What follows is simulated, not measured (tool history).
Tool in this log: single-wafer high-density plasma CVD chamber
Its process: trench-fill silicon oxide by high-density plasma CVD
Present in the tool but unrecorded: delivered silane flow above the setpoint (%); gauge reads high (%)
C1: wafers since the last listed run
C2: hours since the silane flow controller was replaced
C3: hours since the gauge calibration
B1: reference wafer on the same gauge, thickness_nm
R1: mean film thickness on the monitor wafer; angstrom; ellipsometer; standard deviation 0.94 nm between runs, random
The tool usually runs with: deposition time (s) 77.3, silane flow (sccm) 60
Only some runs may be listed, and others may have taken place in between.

run 1 hour=0.0 | deposition_time_(s)=77.3 silane_flow_(sccm)=60 | C1=0 C2=3338.9 C3=132.7 | B1=459.923 | R1=4118.86
run 2 hour=31.1 | deposition_time_(s)=77.3 silane_flow_(sccm)=60 | C1=510 C2=3370.0 C3=163.8 | B1=459.621 | R1=4135.46
run 3 hour=58.9 | deposition_time_(s)=77.3 silane_flow_(sccm)=64 | C1=456 C2=3397.8 C3=191.6 | B1=460.270 | R1=4415.31
run 4 hour=75.9 | deposition_time_(s)=77.3 silane_flow_(sccm)=60 | C1=279 C2=3414.8 C3=208.6 | B1=460.141 | R1=4098.49
run 5 hour=101.6 | deposition_time_(s)=77.3 silane_flow_(sccm)=60 | C1=422 C2=3440.5 C3=234.3 | B1=460.007 | R1=4126.55
run 6 hour=170.8 | deposition_time_(s)=77.3 silane_flow_(sccm)=60 | C1=1136 C2=3509.7 C3=303.5 | B1=459.950 | R1=4107.92
run 7 hour=268.2 | deposition_time_(s)=77.3 silane_flow_(sccm)=60 | C1=1600 C2=3607.1 C3=400.9 | B1=459.753 | R1=4097.76
run 8 hour=284.8 | deposition_time_(s)=77.3 silane_flow_(sccm)=60 | C1=272 C2=3623.7 C3=417.5 | B1=460.303 | R1=4104.49
run 9 hour=311.4 | deposition_time_(s)=77.3 silane_flow_(sccm)=60 | C1=436 C2=3650.3 C3=444.1 | B1=460.401 | R1=4110.48
run 10 hour=330.4 | deposition_time_(s)=77.3 silane_flow_(sccm)=54 | C1=312 C2=3669.3 C3=463.1 | B1=459.907 | R1=3699.53
run 11 hour=344.0 | deposition_time_(s)=77.3 silane_flow_(sccm)=54 | C1=223 C2=3682.9 C3=476.7 | B1=459.496 | R1=3691.24
run 12 hour=357.8 | deposition_time_(s)=77.3 silane_flow_(sccm)=60 | C1=226 C2=3696.7 C3=490.5 | B1=459.651 | R1=4097.46
run 13 hour=447.5 | deposition_time_(s)=62.6 silane_flow_(sccm)=49 | C1=1473 C2=3786.4 C3=580.2 | B1=460.116 | R1=2700.07
run 14 hour=478.7 | deposition_time_(s)=77.3 silane_flow_(sccm)=64 | C1=512 C2=3817.6 C3=611.4 | B1=459.883 | R1=4363.13
run 15 hour=502.6 | deposition_time_(s)=77.3 silane_flow_(sccm)=60 | C1=392 C2=3841.5 C3=635.3 | B1=460.080 | R1=4093.05
-- hour=507.7 gauge calibrated
run 16 hour=527.7 | deposition_time_(s)=65.2 silane_flow_(sccm)=60 | C1=412 C2=3866.6 C3=20.0 | B1=460.042 | R1=3443.04
-- hour=552.0 silane flow controller replaced
run 17 hour=563.5 | deposition_time_(s)=77.3 silane_flow_(sccm)=60 | C1=456 C2=11.5 C3=55.8 | B1=460.149 | R1=4347.05
run 18 hour=587.6 | deposition_time_(s)=70.6 silane_flow_(sccm)=64 | C1=395 C2=35.6 C3=79.9 | B1=460.203 | R1=4239.83
run 19 hour=606.9 | deposition_time_(s)=65.5 silane_flow_(sccm)=69 | C1=317 C2=54.9 C3=99.2 | B1=460.093 | R1=4257.38
run 20 hour=630.7 | deposition_time_(s)=87.9 silane_flow_(sccm)=51 | C1=390 C2=78.7 C3=123.0 | B1=459.835 | R1=4207.03
run 21 hour=651.5 | deposition_time_(s)=77.3 silane_flow_(sccm)=50 | C1=341 C2=99.5 C3=143.8 | B1=460.157 | R1=3630.44
run 22 hour=681.4 | deposition_time_(s)=85.3 silane_flow_(sccm)=68 | C1=491 C2=129.4 C3=173.7 | B1=460.173 | R1=5431.95
run 23 hour=709.1 | deposition_time_(s)=81.5 silane_flow_(sccm)=60 | C1=455 C2=157.1 C3=201.4 | B1=460.268 | R1=4595.25

Exercise: give the hidden state of the tool at every run:
gauge reads high (%): 0 at every run
H1: delivered silane flow above the setpoint (%)
run=1 H1=-5.75
run=2 H1=-5.8
run=3 H1=-5.84
run=4 H1=-5.86
run=5 H1=-5.9
run=6 H1=-6
run=7 H1=-6.15
run=8 H1=-6.17
run=9 H1=-6.21
run=10 H1=-6.24
run=11 H1=-6.26
run=12 H1=-6.28
run=13 H1=-6.41
run=14 H1=-6.46
run=15 H1=-6.49
run=16 H1=-6.53
run=17 H1=-0.278
run=18 H1=-0.314
run=19 H1=-0.342
run=20 H1=-0.377
run=21 H1=-0.408
run=22 H1=-0.452
run=23 H1=-0.492
